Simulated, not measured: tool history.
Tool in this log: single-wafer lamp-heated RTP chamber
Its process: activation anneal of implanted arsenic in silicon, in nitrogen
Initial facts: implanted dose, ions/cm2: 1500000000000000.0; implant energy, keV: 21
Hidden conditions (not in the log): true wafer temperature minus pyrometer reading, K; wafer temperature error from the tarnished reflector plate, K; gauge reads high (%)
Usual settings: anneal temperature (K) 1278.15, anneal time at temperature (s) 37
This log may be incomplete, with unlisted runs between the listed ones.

run    hour  anneal temperature (K)  anneal time at temperature (s)  wafers since the last listed run  wafers since the last pyrometer calibration  wafers since the reflector plate was cleaned  hours since the gauge calibration  read-back reference wafer on the same gauge, sheet resistance  sheet resistance of the implanted and annealed layer (ohm/square)
  1     0.0                 1278.15                              37                                 0                                         7234                                           908                             1021.1                                                         118.05                                                             109.20
  2    96.0                 1278.15                              37                              1424                                         8659                                          2333                             1117.1                                                         118.04                                                             109.20
      158.7  -- pyrometer window cleaned and pyrometer calibrated
  3   184.9                 1299.15                              37                              1200                                          388                                          3533                             1206.0                                                         117.85                                                             101.30
  4   249.4                 1278.15                              37                               956                                         1345                                          4490                             1270.5                                                         118.04                                                             109.10
  5   354.6                 1268.15                              20                              1560                                         2906                                          6051                             1375.7                                                         117.94                                                             121.82
  6   390.7                 1268.15                              20                               535                                         3441                                          6586                             1411.8                                                         117.90                                                             121.78
  7   474.7                 1278.15                              32                              1246                                         4688                                          7833                             1495.8                                                         118.08                                                             110.16
  8   562.4                 1258.15                              37                              1301                                         5989                                          9134                             1583.5                                                         117.96                                                             115.77
  9   604.0                 1258.15                              37                               617                                         6606                                          9751                             1625.1                                                         117.97                                                             116.36
 10   647.4                 1278.15                              29                               643                                         7250                                         10395                             1668.5                                                         117.98                                                             111.54
      900.0  -- reflector plate cleaned
 11   907.1                 1278.15                              47                              3734                                        10984                                           105                             1928.2                                                         118.01                                                             106.12
 12   955.0                 1278.15                              47                               710                                        11695                                           816                             1976.1                                                         117.84                                                             106.28
      974.2  -- pyrometer window cleaned and pyrometer calibrated
 13  1026.1                 1296.15                              37                               936                                          770                                          1752                             2047.2                                                         117.95                                                             101.55
 14  1089.3                 1278.15                              37                               937                                         1708                                          2690                             2110.4                                                         117.87                                                             109.01
 15  1164.9                 1304.15                              55                              1121                                         2830                                          3811                             2186.0                                                         117.97                                                              93.86
 16  1271.3                 1294.15                              56                              1578                                         4408                                          5390                             2292.4                                                         118.07                                                              97.01
 17  1309.5                 1297.15                              37                               566                                         4975                                          5957                             2330.6                                                         117.99                                                             101.87
 18  1558.3                 1294.15                              25                              3691                                         8666                                          9648                             2579.4                                                         118.07                                                             106.70
 19  1622.9                 1252.15                              17                               958                                         9625                                         10607                             2644.0                                                         117.96                                                             130.66
     1696.6  -- pyrometer window cleaned and pyrometer calibrated
 20  1697.1                 1268.15                              37                               982                                            6                                         11589                             2718.2                                                         117.92                                                             111.11
 21  1800.6                 1267.15                              37                              1535                                         1542                                         13124                             2821.7                                                         117.95                                                             111.60
     1840.1  -- reflector plate cleaned
 22  1877.2                 1270.15                              59                              1017                                         2560                                           551                             2898.3                                                         117.98                                                             105.49
     1887.6  -- gauge calibrated
 23  1936.9                 1278.15                              48                               885                                         3446                                          1436                               49.3                                                         118.02                                                             105.20
 24  1976.3                 1306.15                              43                               584                                         4030                                          2021                               88.7                                                         117.99                                                              96.91
 25  2059.6                 1249.15                              37                              1235                                         5266                                          3257                              172.0                                                         117.88                                                             122.40
 26  2101.8                 1278.15                              37                               626                                         5892                                          3883                              214.2                                                         117.94                                                             108.79
 27  2176.2                 1302.15                              48                              1103                                         6996                                          4987                              288.6                                                         117.95                                                              96.62
     2322.8  -- pyrometer window cleaned and pyrometer calibrated
 28  2371.2                 1292.15                              50                              2774                                          718                                          7761                              483.6                                                         118.07                                                              98.82
 29  2411.7                 1278.15                              37                               600                                         1319                                          8362                              524.1                                                         117.95                                                             108.23
 30  2501.9                 1278.15                              37                              1338                                         2657                                          9701                              614.3                                                         117.98                                                             108.50
 31  2604.1                 1265.15                              48                              1516                                         4173                                         11217                              716.5                                                         117.88                                                             108.73
 32  2711.5                 1302.15                              27                              1593                                         5767                                         12810                              823.9                                                         117.91                                                             102.81
 33  2773.7                 1264.15                              37                               922                                         6690                                         13733                              886.1                                                         117.92                                                             112.60
     2841.7  -- reflector plate cleaned
 34  2853.5                 1278.15                              37                              1065                                         7755                                           174                              965.9                                                         118.04                                                             109.84
 35  2919.1                 1266.15                              53                               973                                         8728                                          1147                             1031.5                                                         118.00                                                             109.00
 36  2956.2                 1291.15                              52                               550                                         9279                                          1698                             1068.6                                                         117.95                                                              98.84
 37  3013.6                 1278.15                              20                               851                                        10130                                          2550                             1126.0                                                         118.00                                                             117.63

Below are 3 alternative next runs, each starting from the tool's condition after run 37. Predict each:
  A  3014.0                 1278.15                              37                                 5                                        10136                                          2556                             1126.4                                                              ?                                                                  ?
  B  3014.0                 1307.15                              21                                 5                                        10136                                          2556                             1126.4                                                              ?                                                                  ?
  C  3014.0                 1278.15                              30                                 5                                        10136                                          2556                             1126.4                                                              ?                                                                  ?

run  read-back reference wafer on the same gauge, sheet resistance  sheet resistance of the implanted and annealed layer (ohm/square)
  A                                                         118.03                                                             108.81
  B                                                         118.03                                                             105.75
  C                                                         118.03                                                             111.89
Stripped of hidden state, with their random variation kept, the same runs would have yielded:
run  sheet resistance of the implanted and annealed layer (ohm/square)
  A                                                             109.32
  B                                                             106.18
  C                                                             112.41
